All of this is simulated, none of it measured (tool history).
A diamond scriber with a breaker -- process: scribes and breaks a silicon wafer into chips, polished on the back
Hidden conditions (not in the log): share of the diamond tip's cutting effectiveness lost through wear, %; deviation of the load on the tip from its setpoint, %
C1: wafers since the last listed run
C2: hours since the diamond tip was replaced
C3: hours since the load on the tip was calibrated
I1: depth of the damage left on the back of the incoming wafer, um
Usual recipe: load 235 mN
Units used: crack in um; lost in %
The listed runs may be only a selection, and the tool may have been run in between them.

Run 1, day 0: usual settings but load 275 mN; C1 0; C2 143; C3 0.3; I1 0.04. Result: crack 10.62 um, lost 3.08 %.
Run 2, day 2.846: usual settings but load 275 mN; C1 103; C2 211.3; C3 68.6; I1 0.02. Result: crack 10.55 um, lost 3.05 %.
Run 3, day 4.367: usual settings but load 275 mN; C1 55; C2 247.8; C3 105.1; I1 0.04. Result: crack 10.82 um, lost 3.42 %.
Run 4, day 7.821: usual settings; C1 125; C2 330.7; C3 188; I1 0.03. Result: crack 9.55 um, lost 1.15 %.
Run 5, day 11.304: usual settings; C1 126; C2 414.3; C3 271.6; I1 0.01. Result: crack 9.5 um, lost 1.17 %.
Run 6, day 13.842: usual settings; C1 92; C2 475.2; C3 332.5; I1 0.02. Result: crack 9.62 um, lost 1.22 %.
At day 18.183: diamond tip replaced by a new one.
Run 7, day 18.279: usual settings; C1 158; C2 2.3; C3 439; I1 0.02. Result: crack 9.94 um, lost 1.56 %.
Run 8, day 22.096: usual settings; C1 138; C2 93.9; C3 530.6; I1 0.02. Result: crack 9.78 um, lost 1.74 %.
Run 9, day 23.912: usual settings; C1 65; C2 137.5; C3 574.2; I1 0.01. Result: crack 10.13 um, lost 1.82 %.
Run 10, day 27.492: usual settings; C1 129; C2 223.4; C3 660.1; I1 0.04. Result: crack 10.09 um, lost 1.8 %.
Run 11, day 30.775: usual settings but load 219 mN; C1 119; C2 302.2; C3 738.9; I1 0.02. Result: crack 9.63 um, lost 1.29 %.
At day 31.225: load on the tip recalibrated.
Run 12, day 34.962: usual settings; C1 148; C2 402.7; C3 89.7; I1 0.04. Result: crack 9.33 um, lost 1.19 %.
Run 13, day 38.504: usual settings; C1 128; C2 487.7; C3 174.7; I1 0.04. Result: crack 9.54 um, lost 1.15 %.
Run 14, day 40.667: usual settings; C1 78; C2 539.6; C3 226.6; I1 0.04. Result: crack 9.51 um, lost 1.27 %.
Run 15, day 43.688: usual settings; C1 109; C2 612.1; C3 299.1; I1 0.02. Result: crack 9.7 um, lost 1.28 %.
At day 44.062: diamond tip replaced by a new one.
Run 16, day 45.733: usual settings but load 199 mN; C1 71; C2 40.1; C3 348.2; I1 0.03. Result: crack 8.52 um, lost 2.54 %.
Run 17, day 48.721: usual settings but load 199 mN; C1 108; C2 111.8; C3 419.9; I1 0.01. Result: crack 8.59 um, lost 2.46 %.
Run 18, day 51.054: usual settings; C1 84; C2 167.8; C3 475.9; I1 0.04. Result: crack 10.09 um, lost 1.72 %.
At day 55.392: load on the tip recalibrated.
Run 19, day 57.542: usual settings; C1 232; C2 323.5; C3 51.6; I1 0.04. Result: crack 9.36 um, lost 1.05 %.
Run 20, day 60.921: usual settings but load 289 mN; C1 122; C2 404.6; C3 132.7; I1 0.02. Result: crack 11.35 um, lost 5.57 %.
At day 67.7: diamond tip replaced by a new one.
Run 21, day 68.458: usual settings; C1 270; C2 18.2; C3 313.6; I1 0.04. Result: crack 9.65 um, lost 1.41 %.
Run 22, day 72.892: usual settings but load 279 mN; C1 160; C2 124.6; C3 420; I1 0.04. Result: crack 11.52 um, lost 6.12 %.
Run 23, day 75.842: usual settings but load 192 mN; C1 107; C2 195.4; C3 490.8; I1 0.04. Result: crack 8.37 um, lost 3.05 %.
At day 79.054: load on the tip recalibrated.
Run 24, day 79.996: usual settings but load 274 mN; C1 147; C2 295.1; C3 22.6; I1 0.05. Result: crack 10.84 um, lost 3.92 %.
Run 25, day 82.688: usual settings but load 177 mN; C1 97; C2 359.7; C3 87.2; I1 0.04. Result: crack 7.43 um, lost 8.54 %.
Run 26, day 86.967: usual settings; C1 155; C2 462.4; C3 189.9; I1 0.02. Result: crack 9.76 um, lost 1.34 %.
Run 27, day 90.633: usual settings; C1 133; C2 550.4; C3 277.9; I1 0.03. Result: crack 9.87 um, lost 1.35 %.
At day 92.708: diamond tip replaced by a new one.
Run 28, day 94.217: usual settings but load 259 mN; C1 127; C2 36.2; C3 363.9; I1 0.02. Result: crack 10.88 um, lost 3.82 %.
Run 29, day 96.379: usual settings but load 174 mN; C1 78; C2 88.1; C3 415.8; I1 0.01. Result: crack 7.88 um, lost 6.22 %.
Run 30, day 98.604: usual settings; C1 80; C2 141.5; C3 469.2; I1 0.04. Result: crack 10.42 um, lost 1.81 %.
Run 31, day 100.521: usual settings but load 264 mN; C1 69; C2 187.5; C3 515.2; I1 0.02. Result: crack 11.18 um, lost 5.31 %.
Run 32, day 104.958: usual settings but load 187 mN; C1 161; C2 294; C3 621.7; I1 0.02. Result: crack 8.38 um, lost 2.91 %.
At day 105.267: load on the tip recalibrated.
Run 33, day 109.35: usual settings; C1 156; C2 399.4; C3 98; I1 0.04. Result: crack 9.77 um, lost 1.29 %.
Run 34, day 113.242: usual settings but load 175 mN; C1 141; C2 492.8; C3 191.4; I1 0.03. Result: crack 7.39 um, lost 8.89 %.
Run 35, day 115.979: usual settings but load 210 mN; C1 99; C2 558.5; C3 257.1; I1 0.02. Result: crack 8.76 um, lost 1.66 %.

The tool's hidden state at each run:
share of the diamond tip's cutting effectiveness lost through wear, %: 0 in every run
H1: deviation of the load on the tip from its setpoint, %
run      H1
  1   -1.24
  2  -0.102
  3   0.506
  4    1.89
  5    3.28
  6    4.29
  7    6.07
  8    7.59
  9    8.32
 10    9.75
 11    11.1
 12   0.841
 13    2.26
 14    3.12
 15    4.33
 16    5.15
 17    6.34
 18    7.27
 19  -0.461
 20    0.89
 21     3.9
 22    5.67
 23    6.85
 24    1.22
 25     2.3
 26    4.01
 27    5.47
 28     6.9
 29    7.77
 30    8.66
 31    9.42
 32    11.2
 33    1.43
 34    2.98
 35    4.08

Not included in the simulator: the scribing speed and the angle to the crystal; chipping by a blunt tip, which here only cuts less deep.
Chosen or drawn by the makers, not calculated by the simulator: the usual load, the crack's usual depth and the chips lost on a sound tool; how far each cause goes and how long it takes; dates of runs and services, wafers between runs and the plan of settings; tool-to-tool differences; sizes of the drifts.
